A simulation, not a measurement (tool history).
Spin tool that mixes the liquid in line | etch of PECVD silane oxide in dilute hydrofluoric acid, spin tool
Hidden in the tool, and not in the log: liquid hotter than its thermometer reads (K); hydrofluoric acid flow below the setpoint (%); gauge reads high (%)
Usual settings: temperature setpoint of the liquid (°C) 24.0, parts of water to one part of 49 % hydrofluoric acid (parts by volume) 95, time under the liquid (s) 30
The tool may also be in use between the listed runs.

| run | day | temperature setpoint of the liquid (°C) | parts of water to one part of 49 % hydrofluoric acid (parts by volume) | time under the liquid (s) | wafers since the last listed run | hours since the thermometer was replaced | hours since the hydrofluoric acid flow meter was replaced | hours since the gauge calibration | read-back film thickness of the PECVD silane oxide reference wafer, read on the same gauge (nm) | thickness taken off the PECVD silane oxide on a monitor wafer (angstrom) |
|---|---|---|---|---|---|---|---|---|---|---|
| 1 | 0.000 | 24.0 | 95 | 45 | 0 | 694.1 | 524.8 | 797.8 | 119.98 | 227.7 |
|  | 1.096 | gauge calibrated |
| 2 | 3.296 | 24.0 | 95 | 45 | 758 | 773.2 | 603.9 | 52.8 | 120.00 | 229.7 |
|  | 3.833 | thermometer replaced |
|  | 5.075 | hydrofluoric acid flow meter replaced |
| 3 | 6.796 | 24.0 | 95 | 45 | 786 | 71.1 | 41.3 | 136.8 | 120.00 | 228.6 |
| 4 | 19.917 | 24.0 | 95 | 30 | 3018 | 386.0 | 356.2 | 451.7 | 120.01 | 151.9 |
| 5 | 23.400 | 24.0 | 95 | 30 | 801 | 469.6 | 439.8 | 535.3 | 119.98 | 152.1 |
| 6 | 25.304 | 24.0 | 95 | 30 | 438 | 515.3 | 485.5 | 581.0 | 119.98 | 152.7 |
| 7 | 28.812 | 24.0 | 95 | 30 | 807 | 599.5 | 569.7 | 665.2 | 120.00 | 151.4 |
| 8 | 31.100 | 24.0 | 95 | 40 | 526 | 654.4 | 624.6 | 720.1 | 120.00 | 202.6 |
| 9 | 33.429 | 19.0 | 65 | 45 | 535 | 710.3 | 680.5 | 776.0 | 120.00 | 282.2 |
|  | 34.238 | hydrofluoric acid flow meter replaced |
|  | 34.404 | thermometer replaced |
| 10 | 35.000 | 21.5 | 95 | 35 | 342 | 14.3 | 18.3 | 813.7 | 119.98 | 162.2 |
|  | 35.871 | gauge calibrated |
| 11 | 37.296 | 24.0 | 95 | 30 | 528 | 69.4 | 73.4 | 34.2 | 120.00 | 155.0 |
| 12 | 39.650 | 24.0 | 125 | 30 | 541 | 125.9 | 129.9 | 90.7 | 120.01 | 111.3 |
| 13 | 43.412 | 21.5 | 95 | 30 | 865 | 216.2 | 220.2 | 181.0 | 119.99 | 136.9 |
| 14 | 46.738 | 28.5 | 125 | 45 | 764 | 296.0 | 300.0 | 260.8 | 120.00 | 199.7 |
| 15 | 50.071 | 20.0 | 80 | 25 | 766 | 376.0 | 380.0 | 340.8 | 120.00 | 130.2 |
| 16 | 52.179 | 24.0 | 95 | 45 | 485 | 426.6 | 430.6 | 391.4 | 119.98 | 229.4 |
| 17 | 54.396 | 24.0 | 95 | 30 | 509 | 479.8 | 483.8 | 444.6 | 120.00 | 153.9 |

Hidden state at the last listed run before each entry between runs and at the first one after, where it differs:
Between runs 1 and 2: gauge calibrated (day 1.096)
  no hidden state differs between the two runs
Between runs 2 and 3: thermometer replaced (day 3.833); hydrofluoric acid flow meter replaced (day 5.075)
  no hidden state differs between the two runs
Between runs 9 and 10: hydrofluoric acid flow meter replaced (day 34.238); thermometer replaced (day 34.404)
  no hidden state differs between the two runs
Between runs 10 and 11: gauge calibrated (day 35.871)
  no hidden state differs between the two runs

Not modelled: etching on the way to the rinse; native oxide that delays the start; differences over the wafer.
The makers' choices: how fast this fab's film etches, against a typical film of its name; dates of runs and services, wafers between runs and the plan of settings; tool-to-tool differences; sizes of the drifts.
